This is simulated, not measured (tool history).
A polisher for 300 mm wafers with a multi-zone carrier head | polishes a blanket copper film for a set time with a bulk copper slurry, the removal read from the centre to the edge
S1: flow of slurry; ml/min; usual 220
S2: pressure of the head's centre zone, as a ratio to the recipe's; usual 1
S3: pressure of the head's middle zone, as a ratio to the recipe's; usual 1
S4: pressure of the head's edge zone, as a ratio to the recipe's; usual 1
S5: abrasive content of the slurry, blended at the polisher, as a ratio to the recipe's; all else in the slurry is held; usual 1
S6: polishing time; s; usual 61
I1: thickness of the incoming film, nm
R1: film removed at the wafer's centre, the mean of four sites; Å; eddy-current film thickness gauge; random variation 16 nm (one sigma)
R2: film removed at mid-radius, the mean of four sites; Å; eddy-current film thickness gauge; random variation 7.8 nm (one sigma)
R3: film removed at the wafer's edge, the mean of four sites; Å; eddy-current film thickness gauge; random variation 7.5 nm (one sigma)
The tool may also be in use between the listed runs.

run,hour,S1,S2,S3,S4,S5,S6,I1,R1,R2,R3
1,0,220,1,0.96,1,0.85,61,3564.1,10394,9743,9789
2,7,220,1,1,1,1,61,3508.7,10597,10310,10075
# hour 25.5: centre zone pressure recalibrated
3,26,220,1,1,1,1,61,3625,10231,10110,9967
4,35,220,1,1,1,1,61,3513,9987,9891,9637
5,43.1,220,1,1,1,1,61,3574.6,9979,9954,9644
6,49.2,220,1,1,0.95,1,61,3595.2,10124,9888,9338
7,56,185,1,1,1,1,61,3586.5,9791,9513,9390
# hour 62.3: worn pad replaced by a new one
# hour 63.2: carrier head's membrane replaced by a new one
8,68.4,165,1,1,1,0.75,61,3589.5,9835,9991,9748
# hour 81.8: edge zone pressure recalibrated
9,89.8,220,1,0.91,1,1,61,3473.8,10955,10033,10552
10,105.2,220,1.04,1,1,1,40,3558.9,7417,7021,6824
11,115,220,1,0.89,1,1,69,3558,12151,10959,11843
12,124.4,220,1,1,1,0.7,47,3615.3,7456,7449,7253
13,139.4,220,1,1,1,1,61,3605.4,10332,10255,10041
14,153.2,220,1,1,1,1,61,3599.1,10431,10141,10048
# hour 155.3: slurry nozzle cleaned
# hour 157.6: worn pad replaced by a new one
15,168.1,220,1,1.08,1,1,61,3536.4,11131,11558,10796
16,179.9,220,1,1,1,1,61,3544.8,10861,10787,10459
17,186.2,220,1,1,1.04,1,61,3525.8,10968,10746,10793
18,200.5,220,1,1,1,1,61,3552.6,10839,10567,10368
19,207.1,240,1,1,1,1.1,61,3550.2,11108,11082,10683
20,224.6,220,1,1,0.92,0.8,74,3589.3,12175,12069,11192
21,237.8,220,1.07,0.92,0.9,1.25,61,3565.3,11688,10234,10021

4 ways to go on from here, each from the tool as it stands after run 21. What would each give?
A,238.2,220,1,1,1,1,61,3546.9,?,?,?
B,238.2,290,1,1,1.07,0.75,61,3546.9,?,?,?
C,238.2,270,1,1,1,1.15,42,3546.9,?,?,?
D,238.2,220,1,1,1,1,55,3546.9,?,?,?

run,R1,R2,R3
A,10502,10347,9944
B,10229,10043,9904
C,7649,7517,7183
D,9469,9329,8966
Without the tool's hidden state the same runs would have given:
run,R1,R2,R3
A,11376,11207,10771
B,11080,10879,10728
C,8286,8142,7780
D,10257,10105,9712
